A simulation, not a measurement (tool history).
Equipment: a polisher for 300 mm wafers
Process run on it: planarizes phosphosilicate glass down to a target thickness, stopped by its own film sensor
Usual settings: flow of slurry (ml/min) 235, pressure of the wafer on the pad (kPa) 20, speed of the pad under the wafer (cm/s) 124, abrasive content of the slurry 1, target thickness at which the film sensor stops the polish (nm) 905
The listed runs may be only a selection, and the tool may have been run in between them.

run   hour  flow of slurry (ml/min)  pressure of the wafer on the pad (kPa)  speed of the pad under the wafer (cm/s)  abrasive content of the slurry  target thickness at which the film sensor stops the polish (nm)  wafers since the last listed run  wafers polished on this pad  hours since the slurry nozzle was cleaned  hours since the head pressure was calibrated  hours since the slurry blender was calibrated  hours since the conditioning disc was replaced  incoming thickness of the incoming film, nm  time until the film sensor stopped the polish (s)
  1      0                      235                                      20                                      124                               1                                                              905                                 0                          625                                      678.7                                        1053.8                                            280                                           185.6                                       1615.9                                              100.7
  2   22.5                      235                                      20                                      124                               1                                                              905                               235                          860                                      701.2                                        1076.3                                          302.5                                           208.1                                       1595.7                                              108.9
      27.2  -- worn pad replaced by a new one
      36.2  -- slurry blender recalibrated
  3     54                      235                                      20                                      124                               1                                                              905                               266                          259                                      732.7                                        1107.8                                           17.8                                           239.6                                       1619.7                                               91.6
  4   70.9                      235                                      20                                      124                               1                                                              905                               176                          436                                      749.6                                        1124.7                                           34.7                                           256.5                                       1627.4                                               93.7
  5   87.7                      235                                      20                                      124                               1                                                             1064                               175                          612                                      766.4                                        1141.5                                           51.5                                           273.3                                       1603.7                                               71.4
     115.5  -- worn pad replaced by a new one
  6  120.5                      235                                      20                                      124                               1                                                             1064                               301                           52                                      799.2                                        1174.3                                           84.3                                           306.1                                       1600.9                                               74.4
     138.6  -- slurry nozzle cleaned
  7    149                      235                                      20                                      124                               1                                                             1064                               287                          340                                       10.4                                        1202.8                                          112.8                                           334.6                                       1621.2                                               76.4
  8  166.7                      235                                      20                                      124                               1                                                              905                               185                          525                                       28.1                                        1220.5                                          130.5                                           352.3                                       1612.1                                                 99
     181.7  -- head pressure recalibrated
  9  184.8                      235                                      20                                      124                               1                                                              905                               168                          694                                       46.2                                           3.1                                          148.6                                           370.4                                       1611.1                                                100
     196.7  -- worn pad replaced by a new one
 10    215                      235                                    23.4                                      124                             0.8                                                              905                               274                          191                                       76.4                                          33.3                                          178.8                                           400.6                                       1617.4                                              108.1
 11  236.1                      235                                    24.8                                      150                             0.8                                                              722                               220                          412                                       97.5                                          54.4                                          199.9                                           421.7                                         1640                                              117.8
 12  256.6                      235                                    25.5                                      124                            1.15                                                              905                               214                          627                                        118                                          74.9                                          220.4                                           442.2                                       1597.8                                                 88
     268.8  -- conditioning disc replaced and pad reconditioned
     278.8  -- worn pad replaced by a new one
 13  285.3                      235                                    24.1                                      124                               1                                                              757                               237                           67                                      146.7                                         103.6                                          249.1                                            16.5                                       1625.6                                              103.9
 14  316.7                      235                                    26.9                                      124                               1                                                              905                               328                          396                                      178.1                                           135                                          280.5                                            47.9                                       1603.5                                               84.8
     343.3  -- slurry blender recalibrated
 15  348.2                      235                                    17.9                                      104                               1                                                              905                               308                          705                                      209.6                                         166.5                                            4.9                                            79.4                                         1576                                              104.7
     364.7  -- worn pad replaced by a new one
 16  377.7                      235                                      20                                      102                               1                                                              905                               266                          135                                      239.1                                           196                                           34.4                                           108.9                                       1615.7                                                104
 17  392.9                      235                                      20                                      124                               1                                                              905                               159                          294                                      254.3                                         211.2                                           49.6                                           124.1                                       1618.5                                               88.1
 18  410.5                      235                                      20                                      124                               1                                                              905                               184                          479                                      271.9                                         228.8                                           67.2                                           141.7                                       1619.6                                               87.5
 19  441.2                      260                                    17.2                                      162                             0.9                                                              905                               321                          800                                      302.6                                         259.5                                           97.9                                           172.4                                       1605.3                                               83.4

What if the next run were any one of these 4? Each begins from the tool's condition after run 19:
  A  441.6                      235                                    24.8                                      124                               1                                                              905                                 4                          804                                        303                                         259.9                                           98.3                                           172.8                                       1603.4                                                  ?
  B  441.6                      235                                      20                                      124                             1.2                                                              905                                 4                          804                                        303                                         259.9                                           98.3                                           172.8                                       1603.4                                                  ?
  C  441.6                      235                                      20                                      150                               1                                                              905                                 4                          804                                        303                                         259.9                                           98.3                                           172.8                                       1603.4                                                  ?
  D  441.6                      235                                      20                                      166                               1                                                             1081                                 4                          804                                        303                                         259.9                                           98.3                                           172.8                                       1603.4                                                  ?

run  time until the film sensor stopped the polish (s)
  A                                               78.7
  B                                                 83
  C                                               77.4
  D                                               53.6
Take away the tool's hidden state, keep each run's random variation, and the runs would have read:
run  time until the film sensor stopped the polish (s)
  A                                               74.5
  B                                               79.1
  C                                               73.2
  D                                               50.5
